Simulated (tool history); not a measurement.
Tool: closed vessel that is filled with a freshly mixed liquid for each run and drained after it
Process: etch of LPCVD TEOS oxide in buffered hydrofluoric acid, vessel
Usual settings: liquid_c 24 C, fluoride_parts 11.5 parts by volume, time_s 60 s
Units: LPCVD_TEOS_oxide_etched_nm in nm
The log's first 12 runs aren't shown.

| run | hour | liquid_c | fluoride_parts | time_s | read-back film thickness of the LPCVD TEOS oxide reference wafer, read on the same gauge (nm) | LPCVD_TEOS_oxide_etched_nm |
|---|---|---|---|---|---|---|
| 13 | 885.9 | 26 | 11.5 | 70 | 90.02 | 358.4 |
| 14 | 1158 | 28.5 | 11.5 | 60 | 89.98 | 352.57 |
| 15 | 1218.9 | 25.5 | 11.5 | 60 | 90.02 | 303.42 |
| 16 | 1294.4 | 24 | 15.5 | 60 | 89.97 | 208.06 |
| 17 | 1340.2 | 26.5 | 7 | 35 | 89.96 | 297.05 |
| 18 | 1394.5 | 24 | 11.5 | 60 | 90 | 278.93 |
| 19 | 1461.3 | 24 | 11.5 | 60 | 90 | 277.52 |
| 20 | 1562.6 | 28 | 13 | 90 | 90 | 463.57 |
|  | 1641.8 | hydrofluoric acid flow meter replaced |
| 21 | 1648.2 | 20 | 14.5 | 60 | 89.96 | 170.83 |
| 22 | 1741.7 | 27.5 | 13.5 | 45 | 89.98 | 207.69 |
|  | 1747 | thermometer replaced |
| 23 | 1830.5 | 20.5 | 13.5 | 30 | 90.05 | 93.98 |
| 24 | 1910.2 | 24 | 11.5 | 60 | 90.01 | 268.23 |
| 25 | 2000.8 | 24 | 11.5 | 60 | 89.98 | 268.39 |
| 26 | 2049.9 | 24 | 11.5 | 40 | 90.05 | 179.89 |
| 27 | 2093.3 | 20.5 | 11.5 | 60 | 89.96 | 221.36 |
| 28 | 2150.3 | 28 | 11.5 | 35 | 90 | 196.43 |
| 29 | 2245.3 | 21.5 | 11.5 | 60 | 90.04 | 236.5 |
| 30 | 2349.3 | 19.5 | 11.5 | 30 | 90.03 | 104.7 |
|  | 2377.6 | gauge calibrated |
| 31 | 2415.5 | 19 | 11.5 | 60 | 90 | 206.62 |
| 32 | 2467.9 | 19.5 | 14.5 | 40 | 89.99 | 111.92 |
| 33 | 2521.5 | 27 | 9.5 | 70 | 89.98 | 437.02 |

Run 34 comes next. What will it give?
| 34 | 2610.7 | 24 | 9.5 | 70 | ? | ? |

Run 34 gave read-back film thickness of the LPCVD TEOS oxide reference wafer, read on the same gauge (nm) 89.95, LPCVD_TEOS_oxide_etched_nm 370.61 nm.
Without the tool's hidden state the same run would have given LPCVD_TEOS_oxide_etched_nm 364.17 nm.
